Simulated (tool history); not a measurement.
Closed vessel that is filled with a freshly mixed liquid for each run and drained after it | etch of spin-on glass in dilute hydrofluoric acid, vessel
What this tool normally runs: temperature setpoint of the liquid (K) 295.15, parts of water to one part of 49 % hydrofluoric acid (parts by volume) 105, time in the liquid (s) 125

run,day,temperature setpoint of the liquid (K),parts of water to one part of 49 % hydrofluoric acid (parts by volume),time in the liquid (s),wafers since the last listed run,hours since the thermometer was replaced,hours since the hydrofluoric acid flow meter was replaced,hours since the gauge calibration,"read-back film thickness of the spin-on glass reference wafer, read on the same gauge (nm)",thickness taken off the spin-on glass on a monitor wafer (angstrom)
1,0.000,295.15,105,105,0,587.7,1557.6,412.7,120.14,344.1
2,0.925,295.15,105,105,1564,609.9,1579.8,434.9,120.07,342.2
3,2.279,291.65,105,125,2290,642.4,1612.3,467.4,119.93,353.2
4,2.921,295.15,105,125,1085,657.8,1627.7,482.8,119.86,410.6
5,3.917,293.65,105,155,1684,681.7,1651.6,506.7,119.78,477.7
6,4.462,295.15,105,95,923,694.8,1664.7,519.8,119.71,308.3
7,5.012,295.15,105,95,930,708.0,1677.9,533.0,119.64,312.4
8,5.754,295.15,105,95,1254,725.8,1695.7,550.8,119.58,312.9
# day 6.433: thermometer replaced
9,6.550,292.15,105,125,1275,2.8,1714.8,569.9,119.50,361.0
10,9.350,295.15,105,125,4735,70.0,1782.0,637.1,119.16,408.7
11,10.271,295.15,105,125,1557,92.1,1804.1,659.2,119.04,409.1
12,11.446,295.15,105,125,1987,120.3,1832.3,687.4,118.90,404.0
13,12.896,297.65,145,75,2452,155.1,1867.1,722.2,118.67,186.5
14,14.233,299.15,125,125,2262,187.2,1899.2,754.3,118.48,387.5
15,16.133,298.65,75,190,3213,232.8,1944.8,799.9,118.17,1027.8
16,16.683,290.15,90,150,930,246.0,1958.0,813.1,118.10,467.7
17,18.092,292.65,105,125,2381,279.8,1991.8,846.9,117.88,363.2
18,18.821,292.65,105,125,1233,297.3,2009.3,864.4,117.74,361.4
19,19.396,296.65,85,85,972,311.1,2023.1,878.2,117.64,365.5
20,20.375,296.65,65,150,1656,334.6,2046.6,901.7,117.49,866.5
21,21.012,298.15,150,70,1078,349.9,2061.9,917.0,117.35,167.2
# day 21.388: hydrofluoric acid flow meter replaced
# day 23.896: gauge calibrated
22,24.650,295.15,105,125,6081,437.2,78.3,18.1,120.29,407.8
23,26.025,297.15,150,100,2325,470.2,111.3,51.1,120.29,237.1
24,26.954,291.15,105,125,1571,492.5,133.6,73.4,120.28,349.3
25,28.200,295.15,80,125,2107,522.4,163.5,103.3,120.26,552.1
26,28.908,297.65,135,165,1197,539.4,180.5,120.3,120.23,447.7
27,30.288,290.15,70,125,2332,572.5,213.6,153.4,120.20,520.7
28,30.992,295.15,105,125,1190,589.4,230.5,170.3,120.18,412.1
29,32.033,293.15,85,150,1761,614.4,255.5,195.3,120.15,574.4
30,32.846,295.15,105,125,1374,633.9,275.0,214.8,120.09,412.4
31,33.746,290.65,90,150,1522,655.5,296.6,236.4,120.06,483.5
32,35.112,292.15,105,190,2311,688.3,329.4,269.2,119.98,553.2
33,35.825,295.15,105,125,1205,705.4,346.5,286.3,119.95,406.3

For each run, what was the tool's unlogged condition?
liquid hotter than its thermometer reads (K): 0 at every run
hydrofluoric acid flow above the setpoint (%): 0 at every run
H1: gauge reads high (%)
run,H1
1,0.11
2,0.0449
3,-0.0561
4,-0.106
5,-0.188
6,-0.234
7,-0.282
8,-0.349
9,-0.422
10,-0.702
11,-0.801
12,-0.931
13,-1.1
14,-1.26
15,-1.51
16,-1.58
17,-1.77
18,-1.88
19,-1.96
20,-2.1
21,-2.2
22,0.244
23,0.236
24,0.226
25,0.208
26,0.195
27,0.164
28,0.145
29,0.113
30,0.0858
31,0.0523
32,-0.00489
33,-0.0376

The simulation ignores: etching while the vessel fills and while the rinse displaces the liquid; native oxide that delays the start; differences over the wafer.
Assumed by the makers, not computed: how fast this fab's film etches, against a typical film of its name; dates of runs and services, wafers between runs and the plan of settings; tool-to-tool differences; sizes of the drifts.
